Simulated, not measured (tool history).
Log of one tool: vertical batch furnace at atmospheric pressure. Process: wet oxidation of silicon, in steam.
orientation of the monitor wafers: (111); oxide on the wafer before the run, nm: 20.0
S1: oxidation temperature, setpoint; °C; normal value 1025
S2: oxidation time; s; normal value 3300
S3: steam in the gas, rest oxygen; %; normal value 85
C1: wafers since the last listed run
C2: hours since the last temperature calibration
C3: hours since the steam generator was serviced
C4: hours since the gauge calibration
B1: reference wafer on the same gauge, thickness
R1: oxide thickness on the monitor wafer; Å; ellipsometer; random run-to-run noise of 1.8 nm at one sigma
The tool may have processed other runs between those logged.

run 1 day=0.000 | S1=1025 S2=3300 S3=85 | C1=0 C2=1500.2 C3=1119.1 C4=251.9 | B1=392.11 | R1=4745.9
run 2 day=0.408 | S1=1025 S2=3300 S3=85 | C1=109 C2=1510.0 C3=1128.9 C4=261.7 | B1=391.60 | R1=4685.7
run 3 day=0.788 | S1=1025 S2=3300 S3=85 | C1=101 C2=1519.1 C3=1138.0 C4=270.8 | B1=391.50 | R1=4688.5
-- day=0.942 gauge calibrated
run 4 day=1.167 | S1=1025 S2=3300 S3=85 | C1=101 C2=1528.2 C3=1147.1 C4=5.4 | B1=392.15 | R1=4752.7
run 5 day=1.658 | S1=1025 S2=3300 S3=85 | C1=131 C2=1540.0 C3=1158.9 C4=17.2 | B1=392.34 | R1=4742.7
run 6 day=2.079 | S1=1025 S2=3300 S3=85 | C1=112 C2=1550.1 C3=1169.0 C4=27.3 | B1=392.27 | R1=4720.4
run 7 day=4.517 | S1=1025 S2=3300 S3=85 | C1=652 C2=1608.6 C3=1227.5 C4=85.8 | B1=392.53 | R1=4731.4
run 8 day=4.875 | S1=1039 S2=3300 S3=85 | C1=95 C2=1617.2 C3=1236.1 C4=94.4 | B1=391.97 | R1=5015.3
-- day=6.462 steam generator serviced
run 9 day=6.483 | S1=1013 S2=3300 S3=85 | C1=162 C2=1655.8 C3=0.5 C4=133.0 | B1=392.93 | R1=4428.3
run 10 day=6.721 | S1=1013 S2=3300 S3=85 | C1=63 C2=1661.5 C3=6.2 C4=138.7 | B1=391.61 | R1=4446.2
run 11 day=7.325 | S1=1013 S2=3300 S3=85 | C1=161 C2=1676.0 C3=20.7 C4=153.2 | B1=391.99 | R1=4441.5
run 12 day=7.879 | S1=1025 S2=3300 S3=85 | C1=148 C2=1689.3 C3=34.0 C4=166.5 | B1=392.46 | R1=4709.9
run 13 day=8.296 | S1=1025 S2=3300 S3=85 | C1=111 C2=1699.3 C3=44.0 C4=176.5 | B1=392.19 | R1=4733.0
run 14 day=9.217 | S1=1025 S2=3300 S3=85 | C1=246 C2=1721.4 C3=66.1 C4=198.6 | B1=392.25 | R1=4754.9
run 15 day=9.950 | S1=1031 S2=3300 S3=85 | C1=196 C2=1739.0 C3=83.7 C4=216.2 | B1=391.60 | R1=4881.1
run 16 day=10.729 | S1=1025 S2=3300 S3=85 | C1=208 C2=1757.7 C3=102.4 C4=234.9 | B1=392.25 | R1=4709.9
run 17 day=11.367 | S1=1025 S2=3300 S3=85 | C1=170 C2=1773.0 C3=117.7 C4=250.2 | B1=392.02 | R1=4735.0
run 18 day=11.971 | S1=1025 S2=2010 S3=85 | C1=161 C2=1787.5 C3=132.2 C4=264.7 | B1=392.11 | R1=3524.6
-- day=12.996 gauge calibrated
-- day=13.246 thermocouples replaced and temperature profile calibrated
run 19 day=13.267 | S1=1025 S2=3300 S3=85 | C1=79 C2=0.5 C3=163.3 C4=6.5 | B1=391.62 | R1=4719.6
run 20 day=13.504 | S1=1047 S2=2520 S3=78 | C1=63 C2=6.2 C3=169.0 C4=12.2 | B1=392.63 | R1=4253.5
run 21 day=13.979 | S1=1025 S2=2250 S3=96 | C1=127 C2=17.6 C3=180.4 C4=23.6 | B1=392.09 | R1=4047.6
run 22 day=14.483 | S1=1013 S2=3300 S3=85 | C1=135 C2=29.7 C3=192.5 C4=35.7 | B1=392.79 | R1=4466.5
run 23 day=14.838 | S1=1025 S2=4830 S3=97 | C1=94 C2=38.2 C3=201.0 C4=44.2 | B1=392.06 | R1=6340.9
run 24 day=15.504 | S1=1025 S2=3300 S3=85 | C1=178 C2=54.2 C3=217.0 C4=60.2 | B1=392.62 | R1=4730.9
run 25 day=16.117 | S1=1025 S2=3300 S3=75 | C1=164 C2=68.9 C3=231.7 C4=74.9 | B1=392.00 | R1=4371.5
run 26 day=16.825 | S1=1004 S2=4320 S3=96 | C1=189 C2=85.9 C3=248.7 C4=91.9 | B1=392.86 | R1=5387.4
run 27 day=17.650 | S1=1025 S2=3300 S3=85 | C1=220 C2=105.7 C3=268.5 C4=111.7 | B1=391.71 | R1=4743.8
run 28 day=18.088 | S1=1011 S2=1680 S3=77 | C1=117 C2=116.2 C3=279.0 C4=122.2 | B1=391.65 | R1=2733.4
run 29 day=18.792 | S1=1015 S2=1980 S3=94 | C1=188 C2=133.1 C3=295.9 C4=139.1 | B1=391.79 | R1=3495.9
run 30 day=19.179 | S1=1025 S2=3300 S3=85 | C1=103 C2=142.4 C3=305.2 C4=148.4 | B1=391.69 | R1=4742.0
run 31 day=20.108 | S1=1025 S2=3300 S3=88 | C1=248 C2=164.7 C3=327.5 C4=170.7 | B1=392.34 | R1=4790.0
run 32 day=20.512 | S1=1011 S2=3300 S3=77 | C1=108 C2=174.4 C3=337.2 C4=180.4 | B1=391.85 | R1=4163.0
run 33 day=20.900 | S1=1014 S2=3300 S3=85 | C1=103 C2=183.7 C3=346.5 C4=189.7 | B1=391.62 | R1=4466.5
run 34 day=21.267 | S1=1025 S2=3300 S3=85 | C1=98 C2=192.5 C3=355.3 C4=198.5 | B1=392.27 | R1=4733.5

Hidden condition of the tool, last listed run before each entry between runs versus first listed run after:
Logged between run 3 and run 4: gauge calibrated (day 0.942)
  no difference in the tool's unlogged condition between these two runs
Logged between run 8 and run 9: steam generator serviced (day 6.462)
  no difference in the tool's unlogged condition between these two runs
Logged between run 18 and run 19: gauge calibrated (day 12.996); thermocouples replaced and temperature profile calibrated (day 13.246)
  no difference in the tool's unlogged condition between these two runs

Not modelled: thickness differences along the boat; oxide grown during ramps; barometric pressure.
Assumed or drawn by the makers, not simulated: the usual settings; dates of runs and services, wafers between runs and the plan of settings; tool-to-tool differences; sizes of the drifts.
